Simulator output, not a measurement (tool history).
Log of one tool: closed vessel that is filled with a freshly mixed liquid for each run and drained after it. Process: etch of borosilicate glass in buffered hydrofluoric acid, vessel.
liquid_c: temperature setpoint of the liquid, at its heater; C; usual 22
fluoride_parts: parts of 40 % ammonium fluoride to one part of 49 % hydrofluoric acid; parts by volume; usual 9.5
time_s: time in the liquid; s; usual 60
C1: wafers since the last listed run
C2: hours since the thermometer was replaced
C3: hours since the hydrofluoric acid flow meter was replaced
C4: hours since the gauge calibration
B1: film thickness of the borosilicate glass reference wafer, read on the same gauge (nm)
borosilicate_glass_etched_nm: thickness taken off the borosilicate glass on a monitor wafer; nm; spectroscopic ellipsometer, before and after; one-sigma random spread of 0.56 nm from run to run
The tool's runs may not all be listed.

Run 1, day 0: usual settings but fluoride_parts 7 parts by volume; C1 0; C2 2877.9; C3 538.2; C4 158; B1 50. Result: borosilicate_glass_etched_nm 102.05 nm.
Run 2, day 0.488: usual settings but fluoride_parts 7 parts by volume; C1 874; C2 2889.6; C3 549.9; C4 169.7; B1 49.96. Result: borosilicate_glass_etched_nm 102.8 nm.
Run 3, day 0.804: usual settings but fluoride_parts 7 parts by volume; C1 568; C2 2897.2; C3 557.5; C4 177.3; B1 50.02. Result: borosilicate_glass_etched_nm 100.47 nm.
Run 4, day 1.154: usual settings; C1 628; C2 2905.6; C3 565.9; C4 185.7; B1 50. Result: borosilicate_glass_etched_nm 75.05 nm.
Run 5, day 1.408: usual settings; C1 456; C2 2911.7; C3 572; C4 191.8; B1 49.98. Result: borosilicate_glass_etched_nm 75.25 nm.
Run 6, day 2.133: usual settings; C1 1300; C2 2929.1; C3 589.4; C4 209.2; B1 49.97. Result: borosilicate_glass_etched_nm 74.78 nm.
Run 7, day 2.421: usual settings; C1 515; C2 2936; C3 596.3; C4 216.1; B1 50. Result: borosilicate_glass_etched_nm 74.77 nm.
Run 8, day 2.825: usual settings; C1 725; C2 2945.7; C3 606; C4 225.8; B1 50.03. Result: borosilicate_glass_etched_nm 74.71 nm.
Run 9, day 3.225: usual settings but time_s 40 s; C1 717; C2 2955.3; C3 615.6; C4 235.4; B1 50.01. Result: borosilicate_glass_etched_nm 49.89 nm.
Run 10, day 3.833: usual settings but time_s 40 s; C1 1091; C2 2969.9; C3 630.2; C4 250; B1 49.94. Result: borosilicate_glass_etched_nm 49.95 nm.
Run 11, day 4.583: usual settings but time_s 40 s; C1 1345; C2 2987.9; C3 648.2; C4 268; B1 49.96. Result: borosilicate_glass_etched_nm 50.61 nm.
At day 5.233: gauge calibrated.
Run 12, day 6.404: usual settings; C1 3267; C2 3031.6; C3 691.9; C4 28.1; B1 50.01. Result: borosilicate_glass_etched_nm 75.06 nm.
Run 13, day 6.771: usual settings; C1 657; C2 3040.4; C3 700.7; C4 36.9; B1 49.96. Result: borosilicate_glass_etched_nm 76.69 nm.
At day 7.471: hydrofluoric acid flow meter replaced.
Run 14, day 7.492: usual settings but liquid_c 27 C, fluoride_parts 7 parts by volume, time_s 80 s; C1 1218; C2 3057.7; C3 0.5; C4 54.2; B1 49.96. Result: borosilicate_glass_etched_nm 164.06 nm.
Run 15, day 8.112: usual settings; C1 1113; C2 3072.6; C3 15.4; C4 69.1; B1 50.01. Result: borosilicate_glass_etched_nm 70.08 nm.
At day 8.267: thermometer replaced.
Run 16, day 8.825: usual settings but liquid_c 24 C, fluoride_parts 6.5 parts by volume, time_s 85 s; C1 1203; C2 13.4; C3 32.5; C4 86.2; B1 50.02. Result: borosilicate_glass_etched_nm 159.27 nm.
Run 17, day 9.475: usual settings but fluoride_parts 13.5 parts by volume, time_s 90 s; C1 1166; C2 29; C3 48.1; C4 101.8; B1 50.01. Result: borosilicate_glass_etched_nm 74.58 nm.
Run 18, day 10.162: usual settings; C1 1233; C2 45.5; C3 64.6; C4 118.3; B1 50.03. Result: borosilicate_glass_etched_nm 69.42 nm.
Run 19, day 10.442: usual settings; C1 500; C2 52.2; C3 71.3; C4 125; B1 50.01. Result: borosilicate_glass_etched_nm 69.95 nm.
Run 20, day 10.729: usual settings but fluoride_parts 8 parts by volume; C1 515; C2 59.1; C3 78.2; C4 131.9; B1 50.03. Result: borosilicate_glass_etched_nm 82.07 nm.
Run 21, day 11.258: usual settings but fluoride_parts 8 parts by volume, time_s 30 s; C1 949; C2 71.8; C3 90.9; C4 144.6; B1 49.99. Result: borosilicate_glass_etched_nm 41.73 nm.
Run 22, day 11.671: usual settings but liquid_c 19.5 C; C1 740; C2 81.7; C3 100.8; C4 154.5; B1 50. Result: borosilicate_glass_etched_nm 62.02 nm.
Run 23, day 12.062: usual settings but fluoride_parts 12.5 parts by volume, time_s 45 s; C1 702; C2 91.1; C3 110.2; C4 163.9; B1 49.97. Result: borosilicate_glass_etched_nm 40.66 nm.
Run 24, day 12.467: usual settings but liquid_c 26 C, fluoride_parts 6.5 parts by volume; C1 725; C2 100.8; C3 119.9; C4 173.6; B1 50.03. Result: borosilicate_glass_etched_nm 126.99 nm.
Run 25, day 13.179: usual settings but liquid_c 25.5 C, time_s 35 s; C1 1278; C2 117.9; C3 137; C4 190.7; B1 49.99. Result: borosilicate_glass_etched_nm 48.87 nm.
Run 26, day 13.521: usual settings but fluoride_parts 12.5 parts by volume; C1 613; C2 126.1; C3 145.2; C4 198.9; B1 50. Result: borosilicate_glass_etched_nm 54.54 nm.
Run 27, day 14.042: usual settings; C1 934; C2 138.6; C3 157.7; C4 211.4; B1 50. Result: borosilicate_glass_etched_nm 69.96 nm.

Predict each of these 4 candidate next runs independently; none follows another, all start after run 27:
Run A, day 14.071: usual settings; C1 52; C2 139.3; C3 158.4; C4 212.1; B1 ?. Result: borosilicate_glass_etched_nm ?.
Run B, day 14.071: usual settings but liquid_c 18 C; C1 52; C2 139.3; C3 158.4; C4 212.1; B1 ?. Result: borosilicate_glass_etched_nm ?.
Run C, day 14.071: usual settings but liquid_c 25 C, fluoride_parts 5.5 parts by volume, time_s 30 s; C1 52; C2 139.3; C3 158.4; C4 212.1; B1 ?. Result: borosilicate_glass_etched_nm ?.
Run D, day 14.071: usual settings but liquid_c 20.5 C, fluoride_parts 6 parts by volume, time_s 40 s; C1 52; C2 139.3; C3 158.4; C4 212.1; B1 ?. Result: borosilicate_glass_etched_nm ?.

run     B1  borosilicate_glass_etched_nm
  A  50.04                         70.48
  B  50.04                         56.63
  C  50.04                         70.51
  D  50.04                         68.43
With the hidden condition removed and each run's random variation left untouched, the same runs would have given:
run  borosilicate_glass_etched_nm
  A                         69.42
  B                         55.78
  C                         69.05
  D                         67.02
